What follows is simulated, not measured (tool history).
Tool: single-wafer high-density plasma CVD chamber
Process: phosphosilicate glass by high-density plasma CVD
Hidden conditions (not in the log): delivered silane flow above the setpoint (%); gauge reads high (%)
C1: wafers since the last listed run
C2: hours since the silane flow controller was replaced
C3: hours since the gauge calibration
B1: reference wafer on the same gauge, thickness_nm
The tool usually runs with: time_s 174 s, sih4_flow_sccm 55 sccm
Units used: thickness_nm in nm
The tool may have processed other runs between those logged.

run 1 hour=0 | time_s=174 sih4_flow_sccm=55 | C1=0 C2=1498.5 C3=792.6 | B1=972.049 | thickness_nm=948.292
-- hour=92.1 gauge calibrated
run 2 hour=95.6 | time_s=174 sih4_flow_sccm=59 | C1=582 C2=1594.1 C3=3.5 | B1=972.419 | thickness_nm=994.603
run 3 hour=282.7 | time_s=174 sih4_flow_sccm=59 | C1=1140 C2=1781.2 C3=190.6 | B1=971.96 | thickness_nm=996.142
run 4 hour=322.8 | time_s=174 sih4_flow_sccm=53 | C1=244 C2=1821.3 C3=230.7 | B1=972.14 | thickness_nm=922.12
run 5 hour=381.7 | time_s=196 sih4_flow_sccm=55 | C1=359 C2=1880.2 C3=289.6 | B1=971.874 | thickness_nm=1062.619
run 6 hour=438.8 | time_s=196 sih4_flow_sccm=55 | C1=348 C2=1937.3 C3=346.7 | B1=972.43 | thickness_nm=1065.821
run 7 hour=512.5 | time_s=174 sih4_flow_sccm=55 | C1=449 C2=2011 C3=420.4 | B1=972.214 | thickness_nm=944.833
run 8 hour=554.2 | time_s=193 sih4_flow_sccm=52 | C1=254 C2=2052.7 C3=462.1 | B1=971.95 | thickness_nm=1011.29
run 9 hour=650.1 | time_s=162 sih4_flow_sccm=55 | C1=584 C2=2148.6 C3=558 | B1=971.99 | thickness_nm=879.858
-- hour=694.4 silane flow controller replaced
run 10 hour=709.8 | time_s=206 sih4_flow_sccm=65 | C1=315 C2=15.4 C3=617.7 | B1=972.04 | thickness_nm=1238.759
run 11 hour=817 | time_s=141 sih4_flow_sccm=46 | C1=653 C2=122.6 C3=724.9 | B1=971.995 | thickness_nm=660.94
run 12 hour=883.9 | time_s=147 sih4_flow_sccm=50 | C1=407 C2=189.5 C3=791.8 | B1=971.999 | thickness_nm=730.392
run 13 hour=927 | time_s=147 sih4_flow_sccm=47 | C1=262 C2=232.6 C3=834.9 | B1=972.032 | thickness_nm=698.904
-- hour=946 gauge calibrated
run 14 hour=996.4 | time_s=205 sih4_flow_sccm=44 | C1=423 C2=302 C3=50.4 | B1=971.87 | thickness_nm=933.139
run 15 hour=1032.7 | time_s=174 sih4_flow_sccm=55 | C1=221 C2=338.3 C3=86.7 | B1=971.619 | thickness_nm=933.41
run 16 hour=1295.2 | time_s=195 sih4_flow_sccm=55 | C1=1600 C2=600.8 C3=349.2 | B1=971.568 | thickness_nm=1046.856
run 17 hour=1343.4 | time_s=174 sih4_flow_sccm=53 | C1=293 C2=649 C3=397.4 | B1=971.784 | thickness_nm=910.272
run 18 hour=1401 | time_s=174 sih4_flow_sccm=55 | C1=351 C2=706.6 C3=455 | B1=972.008 | thickness_nm=939.86

Some steps in thickness_nm, run to run, broken into two amounts with sign: the step expected even without the hidden condition (settings, incoming material, random variation), and the rest, left for the hidden condition together with whatever gauge scatter is not in both the measured and the hidden-condition-free result:
Run 9 -> 10: time_s 162 -> 206, sih4_flow_sccm 55 -> 65, silane flow controller replaced. thickness_nm +358.901 nm: hidden state -23.011, all else +381.912.
Run 10 -> 11: time_s 206 -> 141, sih4_flow_sccm 65 -> 46. thickness_nm -577.819 nm: hidden state +1.662, all else -579.481.
